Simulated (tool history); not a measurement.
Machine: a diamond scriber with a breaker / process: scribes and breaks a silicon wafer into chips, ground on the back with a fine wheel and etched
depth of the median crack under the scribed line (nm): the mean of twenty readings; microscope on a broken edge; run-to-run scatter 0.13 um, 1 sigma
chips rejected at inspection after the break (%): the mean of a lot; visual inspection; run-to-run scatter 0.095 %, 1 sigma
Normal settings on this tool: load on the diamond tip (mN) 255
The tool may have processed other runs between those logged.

| run | day | load on the diamond tip (mN) | incoming depth of the damage left on the back of the incoming wafer, um | depth of the median crack under the scribed line (nm) | chips rejected at inspection after the break (%) |
|---|---|---|---|---|---|
| 1 | 0.000 | 273 | 0.76 | 12380 | 1.73 |
| 2 | 0.592 | 273 | 0.73 | 12440 | 1.89 |
| 3 | 1.725 | 289 | 0.36 | 13080 | 2.70 |
| 4 | 3.117 | 289 | 0.42 | 12960 | 3.06 |
| 5 | 4.067 | 255 | 0.70 | 12090 | 1.26 |
| 6 | 4.700 | 255 | 0.48 | 11870 | 1.41 |
| 7 | 5.283 | 255 | 0.37 | 12100 | 1.17 |
| 8 | 6.717 | 255 | 0.52 | 12030 | 1.22 |
| 9 | 7.621 | 255 | 0.59 | 11910 | 1.40 |
| 10 | 8.554 | 300 | 0.66 | 13390 | 4.11 |
| 11 | 9.842 | 190 | 0.49 | 10240 | 7.24 |
|  | 10.238 | diamond tip replaced by a new one |
| 12 | 10.875 | 211 | 0.56 | 10670 | 5.00 |
|  | 11.767 | load on the tip recalibrated |
| 13 | 12.238 | 255 | 0.32 | 11960 | 1.17 |
| 14 | 14.812 | 225 | 0.61 | 11200 | 2.85 |
| 15 | 15.529 | 217 | 0.55 | 11020 | 3.50 |
| 16 | 16.308 | 214 | 0.58 | 10760 | 3.61 |
| 17 | 17.300 | 298 | 0.41 | 13120 | 3.63 |

What was the tool's hidden state at every run in the log?
share of the diamond tip's cutting effectiveness lost through wear, %: 0 across all the runs
deviation of the load on the tip from its setpoint, %: 0 across all the runs
